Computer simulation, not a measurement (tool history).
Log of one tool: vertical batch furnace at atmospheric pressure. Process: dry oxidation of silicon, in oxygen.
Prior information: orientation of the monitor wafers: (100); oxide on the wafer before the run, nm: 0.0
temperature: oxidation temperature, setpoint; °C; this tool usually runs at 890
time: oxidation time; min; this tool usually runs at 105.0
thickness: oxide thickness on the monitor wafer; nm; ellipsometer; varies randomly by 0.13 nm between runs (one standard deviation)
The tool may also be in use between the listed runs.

run,hour,temperature,time,"read-back reference wafer on the same gauge, thickness",thickness
1,0.0,890,105.0,26.16,26.64
2,54.2,881,127.0,26.09,27.73
3,131.7,881,127.0,26.04,27.82
4,210.0,881,127.0,26.16,27.65
5,371.5,890,105.0,26.06,27.06
6,473.7,890,105.0,26.09,26.91
7,572.6,896,105.0,26.15,28.93
8,653.5,896,105.0,26.09,29.13
9,725.2,890,116.5,26.11,29.16
10,787.9,890,116.5,26.09,29.13
11,849.9,890,116.5,26.09,29.17
12,919.7,905,105.0,26.12,31.84
13,983.3,903,91.5,26.09,28.47
14,1088.6,890,119.5,26.09,29.66
15,1118.8,899,119.5,26.13,33.02
16,1212.9,899,82.0,26.15,25.41
17,1284.6,890,87.5,26.07,24.65
18,1336.8,890,105.0,26.09,27.69
19,1401.2,890,119.5,26.10,28.89
20,1475.4,890,105.0,26.06,26.54
21,1517.5,877,86.0,26.15,20.29
22,1589.5,866,127.5,26.14,23.56
23,1669.9,890,67.5,26.12,19.65
24,1768.4,865,151.0,26.09,26.00
25,1814.6,890,105.0,26.06,26.50

Put back what was entered between runs (4 entries, withheld): which listed runs does each sit between, and how does the hidden state differ from the listed run before to the listed run after?
After run 2, before run 3: gauge calibrated (hour 125.3)
  true tube temperature minus thermocouple reading, K: 1.19 -> 1.31
  measured result minus the result with no hidden state, thickness: +0.35 -> +0.38 nm
After run 13, before run 14: boat lift adjusted (hour 1088.1)
  true tube temperature minus thermocouple reading, K: 3.29 -> 3.61
  measured result minus the result with no hidden state, thickness: +0.93 -> +1.10 nm
After run 18, before run 19: gauge calibrated (hour 1337.1); thermocouples replaced and temperature profile calibrated (hour 1396.8)
  true tube temperature minus thermocouple reading, K: 4.46 -> 0.573
  measured result minus the result with no hidden state, thickness: +1.25 -> +0.18 nm
